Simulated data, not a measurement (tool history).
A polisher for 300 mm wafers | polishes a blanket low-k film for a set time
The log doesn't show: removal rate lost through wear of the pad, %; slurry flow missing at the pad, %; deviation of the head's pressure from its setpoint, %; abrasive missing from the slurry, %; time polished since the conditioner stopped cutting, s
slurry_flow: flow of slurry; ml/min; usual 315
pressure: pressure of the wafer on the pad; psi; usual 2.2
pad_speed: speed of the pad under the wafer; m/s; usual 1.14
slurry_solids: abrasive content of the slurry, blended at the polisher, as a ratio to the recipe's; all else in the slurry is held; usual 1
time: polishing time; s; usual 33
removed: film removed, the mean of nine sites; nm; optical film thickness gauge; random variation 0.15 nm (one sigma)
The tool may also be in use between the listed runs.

| run | hour | slurry_flow | pressure | pad_speed | slurry_solids | time | wafers since the last listed run | wafers polished on this pad | hours since the slurry nozzle was cleaned | hours since the head pressure was calibrated | hours since the slurry blender was calibrated | hours since the conditioning disc was replaced | incoming thickness of the incoming film, nm | removed |
|---|---|---|---|---|---|---|---|---|---|---|---|---|---|---|
| 1 | 0 | 230 | 2.2 | 1.14 | 1 | 33 | 0 | 2343 | 397.4 | 141.3 | 286.2 | 40.4 | 536.9 | 18.9 |
|  | 69.6 | slurry nozzle cleaned |
| 2 | 70.8 | 230 | 2.2 | 1.14 | 1 | 33 | 524 | 2867 | 1.2 | 212.1 | 357 | 111.2 | 539.5 | 19 |
|  | 124.3 | worn pad replaced by a new one |
| 3 | 172 | 315 | 2.5 | 1.14 | 1.25 | 33 | 730 | 358 | 102.4 | 313.3 | 458.2 | 212.4 | 538.3 | 22.5 |
|  | 177 | slurry blender recalibrated |
| 4 | 279.3 | 315 | 2.5 | 1.14 | 1.25 | 33 | 790 | 1149 | 209.7 | 420.6 | 102.3 | 319.7 | 539.2 | 22.2 |
| 5 | 343.1 | 315 | 2.5 | 1.14 | 1.25 | 33 | 479 | 1628 | 273.5 | 484.4 | 166.1 | 383.5 | 536.2 | 22 |
| 6 | 439.4 | 315 | 2.2 | 1.14 | 0.8 | 33 | 723 | 2351 | 369.8 | 580.7 | 262.4 | 479.8 | 547.8 | 17.2 |
|  | 441.5 | slurry nozzle cleaned |
|  | 486.4 | conditioning disc replaced and pad reconditioned |
| 7 | 493 | 315 | 2.2 | 1.14 | 0.8 | 33 | 380 | 2731 | 51.5 | 634.3 | 316 | 6.6 | 535.1 | 16.9 |
|  | 512.5 | worn pad replaced by a new one |
| 8 | 537.7 | 315 | 2.2 | 1.14 | 0.8 | 33 | 305 | 189 | 96.2 | 679 | 360.7 | 51.3 | 547 | 16.9 |
| 9 | 597.4 | 315 | 2.6 | 1.14 | 1 | 33 | 448 | 638 | 155.9 | 738.7 | 420.4 | 111 | 536.9 | 20.8 |
|  | 623.4 | slurry blender recalibrated |
| 10 | 651.5 | 315 | 2.6 | 1.14 | 1 | 33 | 391 | 1029 | 210 | 792.8 | 28.1 | 165.1 | 543.3 | 20.6 |
| 11 | 704.8 | 315 | 2.6 | 1.14 | 1 | 33 | 400 | 1429 | 263.3 | 846.1 | 81.4 | 218.4 | 539.5 | 20.7 |
| 12 | 801.9 | 315 | 2.2 | 1.5 | 1 | 33 | 729 | 2159 | 360.4 | 943.2 | 178.5 | 315.5 | 541.8 | 22.8 |
|  | 833.6 | slurry nozzle cleaned |
|  | 864.8 | head pressure recalibrated |
| 13 | 894.1 | 315 | 2.7 | 1.32 | 1.2 | 33 | 669 | 2829 | 60.5 | 29.3 | 270.7 | 407.7 | 542.6 | 27.4 |
|  | 952.2 | worn pad replaced by a new one |
| 14 | 986.4 | 365 | 2.6 | 1.14 | 0.8 | 40 | 663 | 257 | 152.8 | 121.6 | 363 | 500 | 540.6 | 24.8 |
|  | 1009.5 | conditioning disc replaced and pad reconditioned |
|  | 1073.7 | slurry blender recalibrated |
| 15 | 1080.9 | 230 | 2.2 | 1.14 | 1 | 33 | 679 | 936 | 247.3 | 216.1 | 7.2 | 71.4 | 540.5 | 19 |
| 16 | 1186.4 | 365 | 2.2 | 1.14 | 1.15 | 33 | 792 | 1729 | 352.8 | 321.6 | 112.7 | 176.9 | 538.7 | 20.5 |
| 17 | 1228.3 | 375 | 2.2 | 1.48 | 1.25 | 33 | 314 | 2043 | 394.7 | 363.5 | 154.6 | 218.8 | 540 | 25.5 |
|  | 1325.6 | slurry nozzle cleaned |
| 18 | 1359.9 | 315 | 2.2 | 1.14 | 1 | 33 | 980 | 3024 | 34.3 | 495.1 | 286.2 | 350.4 | 538 | 19.3 |
|  | 1392.7 | worn pad replaced by a new one |
| 19 | 1454.2 | 365 | 2.2 | 1.14 | 1.1 | 33 | 678 | 462 | 128.6 | 589.4 | 380.5 | 444.7 | 542.7 | 19.9 |
|  | 1487.3 | conditioning disc replaced and pad reconditioned |
| 20 | 1516.4 | 315 | 2.2 | 1.14 | 1 | 33 | 452 | 914 | 190.8 | 651.6 | 442.7 | 29.1 | 532.1 | 18.8 |
|  | 1554.4 | slurry blender recalibrated |
| 21 | 1607.8 | 280 | 2.2 | 1.14 | 1 | 33 | 671 | 1585 | 282.2 | 743 | 53.4 | 120.5 | 536.5 | 18.6 |
| 22 | 1669.2 | 230 | 1.6 | 1.52 | 1.1 | 33 | 461 | 2046 | 343.6 | 804.4 | 114.8 | 181.9 | 551.9 | 19.7 |
|  | 1735.8 | slurry nozzle cleaned |
| 23 | 1740 | 315 | 2.2 | 1.14 | 1 | 33 | 524 | 2571 | 4.2 | 875.2 | 185.6 | 252.7 | 538.3 | 18.6 |
| 24 | 1780.5 | 210 | 2.2 | 1.14 | 1 | 41 | 304 | 2875 | 44.7 | 915.7 | 226.1 | 293.2 | 542.5 | 22.4 |
| 25 | 1835.1 | 315 | 3 | 1.14 | 1 | 23 | 410 | 3285 | 99.3 | 970.3 | 280.7 | 347.8 | 543.4 | 16 |
|  | 1859.4 | worn pad replaced by a new one |
|  | 1914.9 | conditioning disc replaced and pad reconditioned |
| 26 | 1941.2 | 380 | 2.2 | 1.3 | 1 | 39 | 751 | 599 | 205.4 | 1076.4 | 386.8 | 26.3 | 548.5 | 24.5 |

What the log doesn't show, run by run:
removal rate lost through wear of the pad, %: 0 in every run
slurry flow missing at the pad, %: 0 in every run
abrasive missing from the slurry, %: 0 in every run
time polished since the conditioner stopped cutting, s: 0 in every run
H1: deviation of the head's pressure from its setpoint, %
| run | H1 |
|---|---|
| 1 | -1.55 |
| 2 | -2.2 |
| 3 | -3.14 |
| 4 | -4.13 |
| 5 | -4.72 |
| 6 | -5.62 |
| 7 | -6.11 |
| 8 | -6.53 |
| 9 | -7.08 |
| 10 | -7.58 |
| 11 | -8.07 |
| 12 | -8.97 |
| 13 | 1.11 |
| 14 | 0.252 |
| 15 | -0.624 |
| 16 | -1.6 |
| 17 | -1.99 |
| 18 | -3.21 |
| 19 | -4.08 |
| 20 | -4.66 |
| 21 | -5.5 |
| 22 | -6.07 |
| 23 | -6.73 |
| 24 | -7.1 |
| 25 | -7.61 |
| 26 | -8.59 |
